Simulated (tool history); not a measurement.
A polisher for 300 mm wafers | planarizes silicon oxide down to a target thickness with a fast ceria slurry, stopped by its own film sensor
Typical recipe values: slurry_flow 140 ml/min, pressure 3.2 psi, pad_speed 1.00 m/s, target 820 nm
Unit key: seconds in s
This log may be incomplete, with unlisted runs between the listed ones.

run	hour	slurry_flow	pressure	pad_speed	target	wafers since the last listed run	wafers polished on this pad	hours since the slurry nozzle was cleaned	hours since the head pressure was calibrated	incoming thickness of the incoming film, nm	seconds
1	0.0	165	3.2	1.00	820	0	901	92.6	1062.6	1938.9	64.2
2	94.8	140	3.2	1.00	820	1204	2105	187.4	1157.4	1968.4	75.3
# hour 136.0: worn pad replaced by a new one
# hour 166.4: slurry nozzle cleaned
3	182.0	140	3.2	1.00	820	1044	571	15.6	1244.6	1909.6	62.0
4	223.7	140	3.2	1.00	820	529	1101	57.3	1286.3	1921.8	66.5
# hour 314.4: worn pad replaced by a new one
# hour 316.7: head pressure recalibrated
5	317.2	120	3.2	1.00	820	1111	9	150.8	0.5	1963.5	68.2
6	393.7	120	3.2	1.00	820	972	981	227.3	77.0	1929.2	66.7
# hour 429.2: slurry nozzle cleaned
7	453.3	120	3.2	1.00	820	744	1726	24.1	136.6	1941.1	70.5
8	492.5	125	3.2	1.00	929	498	2224	63.3	175.8	1938.9	66.4
# hour 519.6: worn pad replaced by a new one
9	585.3	140	3.2	1.00	589	1128	834	156.1	268.6	1901.8	80.8
10	669.2	140	4.1	0.78	581	1066	1900	240.0	352.5	1924.6	95.5
# hour 698.9: slurry nozzle cleaned
# hour 740.2: worn pad replaced by a new one
11	776.0	140	2.3	1.00	820	1293	455	77.1	459.3	1920.0	81.9
12	835.0	140	3.2	1.00	820	749	1204	136.1	518.3	1925.8	68.1
13	894.0	120	2.7	1.00	820	749	1954	195.1	577.3	1940.6	82.7
# hour 929.2: slurry nozzle cleaned
# hour 959.7: worn pad replaced by a new one
14	982.1	120	2.7	1.00	820	1055	284	52.9	665.4	1939.4	76.1

4 ways to go on from here, each from the tool as it stands after run 14. What would each give?
A	982.5	140	2.6	1.00	820	5	289	53.3	665.8	1941.5	?
B	982.5	140	2.5	1.00	820	5	289	53.3	665.8	1941.5	?
C	982.5	140	3.2	0.80	820	5	289	53.3	665.8	1941.5	?
D	982.5	165	2.8	1.00	671	5	289	53.3	665.8	1941.5	?

run	seconds
A	74.0
B	75.7
C	81.3
D	77.7
Take away the tool's hidden state, keep each run's random variation, and the runs would have read:
run	seconds
A	72.9
B	74.6
C	80.2
D	76.6
